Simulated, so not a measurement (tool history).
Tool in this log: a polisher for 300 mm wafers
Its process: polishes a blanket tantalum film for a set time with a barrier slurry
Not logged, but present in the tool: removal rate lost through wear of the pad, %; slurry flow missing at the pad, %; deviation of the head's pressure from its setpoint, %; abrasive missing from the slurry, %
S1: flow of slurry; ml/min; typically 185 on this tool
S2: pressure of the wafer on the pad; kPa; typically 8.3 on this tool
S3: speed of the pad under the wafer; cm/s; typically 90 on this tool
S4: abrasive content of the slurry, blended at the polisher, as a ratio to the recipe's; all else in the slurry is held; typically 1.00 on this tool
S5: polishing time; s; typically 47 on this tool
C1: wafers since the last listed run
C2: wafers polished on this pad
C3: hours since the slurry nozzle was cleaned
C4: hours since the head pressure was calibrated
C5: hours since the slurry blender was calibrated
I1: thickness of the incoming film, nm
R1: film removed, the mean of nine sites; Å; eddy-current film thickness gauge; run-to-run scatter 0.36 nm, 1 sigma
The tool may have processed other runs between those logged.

{"run": 1, "hour": 0.0, "S1": 185, "S2": 9.0, "S3": 90, "S4": 1.0, "S5": 47, "C1": 0, "C2": 5213, "C3": 327.8, "C4": 253.6, "C5": 36.1, "I1": 378.4, "R1": 404}
{"run": 2, "hour": 84.1, "S1": 200, "S2": 8.3, "S3": 90, "S4": 0.75, "S5": 47, "C1": 1105, "C2": 6318, "C3": 411.9, "C4": 337.7, "C5": 120.2, "I1": 377.5, "R1": 357}
{"hour": 96.5, "done": "worn pad replaced by a new one"}
{"run": 3, "hour": 124.6, "S1": 185, "S2": 6.9, "S3": 90, "S4": 1.15, "S5": 47, "C1": 479, "C2": 368, "C3": 452.4, "C4": 378.2, "C5": 160.7, "I1": 379.1, "R1": 333}
{"run": 4, "hour": 231.9, "S1": 185, "S2": 8.3, "S3": 90, "S4": 1.0, "S5": 47, "C1": 1409, "C2": 1778, "C3": 559.7, "C4": 485.5, "C5": 268.0, "I1": 376.3, "R1": 372}
{"hour": 312.5, "done": "slurry nozzle cleaned"}
{"run": 5, "hour": 329.4, "S1": 185, "S2": 8.3, "S3": 90, "S4": 1.0, "S5": 47, "C1": 1267, "C2": 3046, "C3": 16.9, "C4": 583.0, "C5": 365.5, "I1": 380.0, "R1": 350}
{"run": 6, "hour": 416.1, "S1": 185, "S2": 8.3, "S3": 90, "S4": 1.0, "S5": 47, "C1": 1139, "C2": 4186, "C3": 103.6, "C4": 669.7, "C5": 452.2, "I1": 380.0, "R1": 341}
{"hour": 479.2, "done": "slurry blender recalibrated"}
{"run": 7, "hour": 491.6, "S1": 185, "S2": 8.3, "S3": 90, "S4": 1.0, "S5": 47, "C1": 965, "C2": 5151, "C3": 179.1, "C4": 745.2, "C5": 12.4, "I1": 374.5, "R1": 337}
{"run": 8, "hour": 573.7, "S1": 185, "S2": 8.3, "S3": 90, "S4": 1.0, "S5": 47, "C1": 1078, "C2": 6230, "C3": 261.2, "C4": 827.3, "C5": 94.5, "I1": 379.7, "R1": 332}
{"hour": 584.5, "done": "worn pad replaced by a new one"}
{"run": 9, "hour": 640.5, "S1": 215, "S2": 8.3, "S3": 90, "S4": 0.9, "S5": 47, "C1": 825, "C2": 735, "C3": 328.0, "C4": 894.1, "C5": 161.3, "I1": 387.1, "R1": 330}
{"run": 10, "hour": 711.0, "S1": 215, "S2": 8.3, "S3": 90, "S4": 0.9, "S5": 47, "C1": 926, "C2": 1662, "C3": 398.5, "C4": 964.6, "C5": 231.8, "I1": 379.0, "R1": 333}
{"run": 11, "hour": 770.5, "S1": 215, "S2": 8.3, "S3": 90, "S4": 0.9, "S5": 47, "C1": 781, "C2": 2443, "C3": 458.0, "C4": 1024.1, "C5": 291.3, "I1": 380.8, "R1": 325}
{"hour": 842.9, "done": "head pressure recalibrated"}
{"run": 12, "hour": 859.2, "S1": 185, "S2": 8.3, "S3": 90, "S4": 1.0, "S5": 47, "C1": 1139, "C2": 3583, "C3": 546.7, "C4": 16.3, "C5": 380.0, "I1": 376.8, "R1": 322}
{"hour": 901.1, "done": "slurry nozzle cleaned, repeated, since the last time left the tool worse"}
{"hour": 960.7, "done": "slurry blender recalibrated"}
{"run": 13, "hour": 961.5, "S1": 185, "S2": 8.3, "S3": 90, "S4": 1.0, "S5": 47, "C1": 1304, "C2": 4887, "C3": 60.4, "C4": 118.6, "C5": 0.8, "I1": 380.8, "R1": 382}
{"hour": 1064.0, "done": "worn pad replaced by a new one"}
{"run": 14, "hour": 1068.5, "S1": 185, "S2": 8.3, "S3": 90, "S4": 1.0, "S5": 47, "C1": 1353, "C2": 58, "C3": 167.4, "C4": 225.6, "C5": 107.8, "I1": 389.0, "R1": 375}
{"run": 15, "hour": 1156.2, "S1": 185, "S2": 8.3, "S3": 90, "S4": 1.0, "S5": 47, "C1": 1152, "C2": 1211, "C3": 255.1, "C4": 313.3, "C5": 195.5, "I1": 379.0, "R1": 382}
{"run": 16, "hour": 1214.5, "S1": 185, "S2": 7.6, "S3": 110, "S4": 0.75, "S5": 47, "C1": 766, "C2": 1977, "C3": 313.4, "C4": 371.6, "C5": 253.8, "I1": 387.3, "R1": 399}
{"run": 17, "hour": 1296.8, "S1": 185, "S2": 8.3, "S3": 90, "S4": 1.0, "S5": 47, "C1": 1081, "C2": 3058, "C3": 395.7, "C4": 453.9, "C5": 336.1, "I1": 378.8, "R1": 376}
{"run": 18, "hour": 1350.0, "S1": 185, "S2": 8.3, "S3": 106, "S4": 1.1, "S5": 51, "C1": 699, "C2": 3757, "C3": 448.9, "C4": 507.1, "C5": 389.3, "I1": 378.9, "R1": 491}
{"run": 19, "hour": 1406.7, "S1": 185, "S2": 8.3, "S3": 90, "S4": 1.0, "S5": 47, "C1": 745, "C2": 4502, "C3": 505.6, "C4": 563.8, "C5": 446.0, "I1": 380.6, "R1": 377}
{"run": 20, "hour": 1476.8, "S1": 185, "S2": 8.3, "S3": 66, "S4": 1.0, "S5": 47, "C1": 921, "C2": 5423, "C3": 575.7, "C4": 633.9, "C5": 516.1, "I1": 380.5, "R1": 273}
{"hour": 1526.6, "done": "slurry blender recalibrated"}
{"hour": 1577.2, "done": "worn pad replaced by a new one"}
{"hour": 1736.6, "done": "slurry nozzle cleaned"}
{"run": 21, "hour": 1746.0, "S1": 185, "S2": 8.3, "S3": 106, "S4": 1.0, "S5": 34, "C1": 3445, "C2": 2204, "C3": 9.4, "C4": 903.1, "C5": 219.4, "I1": 383.4, "R1": 329}
{"run": 22, "hour": 1799.2, "S1": 185, "S2": 8.3, "S3": 90, "S4": 0.75, "S5": 47, "C1": 699, "C2": 2903, "C3": 62.6, "C4": 956.3, "C5": 272.6, "I1": 385.0, "R1": 357}
{"run": 23, "hour": 1880.3, "S1": 150, "S2": 6.9, "S3": 90, "S4": 1.25, "S5": 36, "C1": 1065, "C2": 3969, "C3": 143.7, "C4": 1037.4, "C5": 353.7, "I1": 373.7, "R1": 254}
{"hour": 1887.3, "done": "head pressure recalibrated"}
{"run": 24, "hour": 1967.9, "S1": 185, "S2": 8.3, "S3": 90, "S4": 1.0, "S5": 47, "C1": 1124, "C2": 5093, "C3": 231.3, "C4": 80.6, "C5": 441.3, "I1": 381.7, "R1": 380}
{"hour": 2035.0, "done": "slurry blender recalibrated"}
{"hour": 2062.3, "done": "worn pad replaced by a new one"}
{"run": 25, "hour": 2069.0, "S1": 185, "S2": 8.3, "S3": 112, "S4": 0.75, "S5": 47, "C1": 1249, "C2": 87, "C3": 332.4, "C4": 181.7, "C5": 34.0, "I1": 374.1, "R1": 432}
{"run": 26, "hour": 2162.6, "S1": 185, "S2": 8.3, "S3": 78, "S4": 1.0, "S5": 33, "C1": 1229, "C2": 1317, "C3": 426.0, "C4": 275.3, "C5": 127.6, "I1": 380.5, "R1": 222}
{"run": 27, "hour": 2228.6, "S1": 125, "S2": 8.3, "S3": 90, "S4": 0.85, "S5": 47, "C1": 867, "C2": 2184, "C3": 492.0, "C4": 341.3, "C5": 193.6, "I1": 383.1, "R1": 329}
{"run": 28, "hour": 2264.6, "S1": 185, "S2": 8.3, "S3": 90, "S4": 1.0, "S5": 38, "C1": 473, "C2": 2657, "C3": 528.0, "C4": 377.3, "C5": 229.6, "I1": 382.5, "R1": 299}
{"run": 29, "hour": 2332.8, "S1": 245, "S2": 8.3, "S3": 90, "S4": 1.15, "S5": 47, "C1": 896, "C2": 3554, "C3": 596.2, "C4": 445.5, "C5": 297.8, "I1": 377.0, "R1": 408}
{"run": 30, "hour": 2373.7, "S1": 185, "S2": 8.3, "S3": 90, "S4": 1.0, "S5": 47, "C1": 537, "C2": 4091, "C3": 637.1, "C4": 486.4, "C5": 338.7, "I1": 377.9, "R1": 371}
{"run": 31, "hour": 2410.5, "S1": 210, "S2": 8.3, "S3": 90, "S4": 0.9, "S5": 47, "C1": 483, "C2": 4574, "C3": 673.9, "C4": 523.2, "C5": 375.5, "I1": 385.3, "R1": 369}

Here are 3 independent what-if runs from the current tool condition. What would each one return?
{"run": "A", "hour": 2410.9, "S1": 185, "S2": 8.3, "S3": 90, "S4": 1.0, "S5": 47, "C1": 5, "C2": 4580, "C3": 674.3, "C4": 523.6, "C5": 375.9, "I1": 382.9, "R1": "?"}
{"run": "B", "hour": 2410.9, "S1": 235, "S2": 8.3, "S3": 120, "S4": 1.0, "S5": 47, "C1": 5, "C2": 4580, "C3": 674.3, "C4": 523.6, "C5": 375.9, "I1": 382.9, "R1": "?"}
{"run": "C", "hour": 2410.9, "S1": 185, "S2": 10.3, "S3": 70, "S4": 0.75, "S5": 39, "C1": 5, "C2": 4580, "C3": 674.3, "C4": 523.6, "C5": 375.9, "I1": 382.9, "R1": "?"}

run=A R1=371
run=B R1=515
run=C R1=268
Without the tool's hidden state the same runs would have given:
run=A R1=384
run=B R1=529
run=C R1=277
